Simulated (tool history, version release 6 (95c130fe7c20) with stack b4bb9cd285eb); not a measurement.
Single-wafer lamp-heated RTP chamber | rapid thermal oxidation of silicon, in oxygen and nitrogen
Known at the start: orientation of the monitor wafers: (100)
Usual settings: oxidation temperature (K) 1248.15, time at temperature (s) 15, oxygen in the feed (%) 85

run    hour  oxidation temperature (K)  time at temperature (s)  oxygen in the feed (%)  wafers since the last listed run  wafers since the last pyrometer calibration  hours since the oxygen flow controller was replaced  hours since the gauge calibration  read-back reference wafer on the same gauge, thickness  oxide thickness on the monitor wafer (Å)
  1     0.0                    1257.15                       15                      85                                 0                                          171                                               1576.7                              529.8                                                   2.299                                     28.88
  2    76.3                    1257.15                       15                      85                               442                                          614                                               1653.0                              606.1                                                   2.300                                     28.98
  3   124.7                    1248.15                       20                      94                               280                                          895                                               1701.4                              654.5                                                   2.299                                     30.99
  4   177.4                    1248.15                       20                      94                               305                                         1201                                               1754.1                              707.2                                                   2.298                                     31.13
  5   250.3                    1248.15                       20                      94                               423                                         1624                                               1827.0                              780.1                                                   2.300                                     31.25
  6   356.0                    1266.15                       15                      68                               613                                         2237                                               1932.7                              885.8                                                   2.300                                     29.02
  7   424.6                    1266.15                       15                      68                               398                                         2635                                               2001.3                              954.4                                                   2.301                                     29.08
  8   465.3                    1266.15                       15                      68                               236                                         2871                                               2042.0                              995.1                                                   2.299                                     29.35
  9   569.5                    1248.15                       15                      95                               604                                         3476                                               2146.2                             1099.3                                                   2.298                                     29.05
 10   667.6                    1248.15                       15                      95                               569                                         4045                                               2244.3                             1197.4                                                   2.299                                     29.17
      766.4  -- gauge calibrated
      770.4  -- pyrometer window cleaned and pyrometer calibrated
 11   770.9                    1248.15                       15                      85                               553                                            2                                               2347.6                                4.5                                                   2.298                                     27.49
 12   874.0                    1248.15                       15                      85                               598                                          601                                               2450.7                              107.6                                                   2.298                                     27.75
      930.8  -- oxygen flow controller replaced
 13   978.5                    1248.15                       20                      85                               559                                         1161                                                 47.7                              212.1                                                   2.299                                     30.17
 14  1020.6                    1235.15                       22                      85                               244                                         1405                                                 89.8                              254.2                                                   2.301                                     28.96
 15  1061.6                    1227.15                       10                      96                               237                                         1643                                                130.8                              295.2                                                   2.301                                     23.51
 16  1137.9                    1258.15                        8                      85                               442                                         2086                                                207.1                              371.5                                                   2.301                                     24.79
 17  1181.0                    1275.15                        9                      98                               250                                         2336                                                250.2                              414.6                                                   2.299                                     28.65
 18  1220.5                    1264.15                       15                      85                               229                                         2565                                                289.7                              454.1                                                   2.301                                     30.50
 19  1288.2                    1227.15                        9                      85                               392                                         2958                                                357.4                              521.8                                                   2.302                                     22.74

Forecast run 20:
 20  1440.9                    1221.15                        9                      85                               886                                         3844                                                510.1                              674.5                                                       ?                                         ?

Run 20 gave read-back reference wafer on the same gauge, thickness 2.300, oxide thickness on the monitor wafer (Å) 22.35.
Without the tool's hidden state the same run would have given oxide thickness on the monitor wafer (Å) 22.04.
